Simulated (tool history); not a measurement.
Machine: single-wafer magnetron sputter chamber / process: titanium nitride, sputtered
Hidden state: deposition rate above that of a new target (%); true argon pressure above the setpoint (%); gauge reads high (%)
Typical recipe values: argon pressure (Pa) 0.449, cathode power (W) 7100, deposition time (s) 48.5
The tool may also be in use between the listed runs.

run,day,argon pressure (Pa),cathode power (W),deposition time (s),wafers since the last listed run,wafers on the sputter target,hours since the last manometer calibration,hours since the magnet pack was replaced,hours since the gauge calibration,"read-back reference wafer on the same gauge, thickness_nm",mean film thickness on the monitor wafer (nm)
1,0.000,0.527,7100,48.5,0,7260,811.0,8889.3,647.2,54.180,58.727
# day 0.025: sputter target and shields replaced
2,2.650,0.527,7100,48.5,1301,1301,874.6,8952.9,710.8,54.213,61.354
3,3.938,0.527,7100,48.5,638,1939,905.5,8983.8,741.7,54.357,61.201
4,5.029,0.449,7100,55.2,541,2480,931.7,9010.0,767.9,54.423,70.348
5,6.567,0.449,7100,55.2,762,3243,968.6,9046.9,804.8,54.306,69.966
6,8.862,0.449,8150,48.5,1138,4381,1023.7,9102.0,859.9,54.312,69.496
7,11.612,0.449,8150,48.5,1363,5745,1089.7,9168.0,925.9,54.350,69.940
8,13.525,0.449,7100,48.5,948,6693,1135.6,9213.9,971.8,54.324,60.070
# day 14.371: sputter target and shields replaced
9,14.742,0.449,7100,48.5,438,183,1164.8,9243.1,1001.0,54.278,62.332
# day 17.233: capacitance manometer re-zeroed and calibrated
10,17.683,0.449,7100,45.5,1293,1476,10.8,9313.7,1071.6,54.321,58.207
11,19.771,0.449,7100,45.5,1035,2511,60.9,9363.8,1121.7,54.153,57.277
12,21.317,0.449,7100,45.5,766,3278,98.0,9400.9,1158.8,54.314,57.336
13,24.012,0.449,7100,48.5,1336,4614,162.7,9465.6,1223.5,54.270,60.693
# day 25.129: magnet pack replaced
# day 25.421: gauge calibrated
14,26.942,0.528,7600,55.9,1287,5902,233.0,43.5,36.5,54.248,73.781
# day 28.779: sputter target and shields replaced
15,29.383,0.612,5450,54.9,1045,298,291.6,102.1,95.1,54.260,51.907
16,31.558,0.449,7100,48.5,1078,1377,343.8,154.3,147.3,54.233,61.765
17,33.138,0.515,7100,51.3,783,2160,381.7,192.2,185.2,54.323,64.236
18,34.950,0.622,8000,45.7,898,3059,425.2,235.7,228.7,54.340,62.693
19,36.558,0.355,5350,41.0,797,3856,463.8,274.3,267.3,54.300,39.394
20,37.721,0.504,6100,42.1,576,4433,491.7,302.2,295.2,54.472,44.481
21,39.496,0.449,7100,48.5,880,5313,534.3,344.8,337.8,54.334,61.072
22,41.854,0.392,7950,40.0,1169,6482,590.9,401.4,394.4,54.342,56.179
# day 43.125: sputter target and shields replaced
23,44.700,0.396,8250,48.5,1245,781,659.2,469.7,462.7,54.328,73.626
24,46.825,0.449,7100,48.5,1053,1834,710.2,520.7,513.7,54.285,62.277
25,49.225,0.319,5800,48.5,1190,3024,767.8,578.3,571.3,54.211,51.496

Below are 3 alternative next runs, each starting from the tool's condition after run 25. Predict each:
A,49.242,0.449,7550,48.5,8,3033,768.2,578.7,571.7,?,?
B,49.242,0.544,5800,48.5,8,3033,768.2,578.7,571.7,?,?
C,49.242,0.449,7100,54.7,8,3033,768.2,578.7,571.7,?,?

run,"read-back reference wafer on the same gauge, thickness_nm",mean film thickness on the monitor wafer (nm)
A,54.291,65.158
B,54.291,49.033
C,54.291,69.107
Stripped of hidden state, with their random variation kept, the same runs would have yielded:
run,mean film thickness on the monitor wafer (nm)
A,66.307
B,49.898
C,70.326

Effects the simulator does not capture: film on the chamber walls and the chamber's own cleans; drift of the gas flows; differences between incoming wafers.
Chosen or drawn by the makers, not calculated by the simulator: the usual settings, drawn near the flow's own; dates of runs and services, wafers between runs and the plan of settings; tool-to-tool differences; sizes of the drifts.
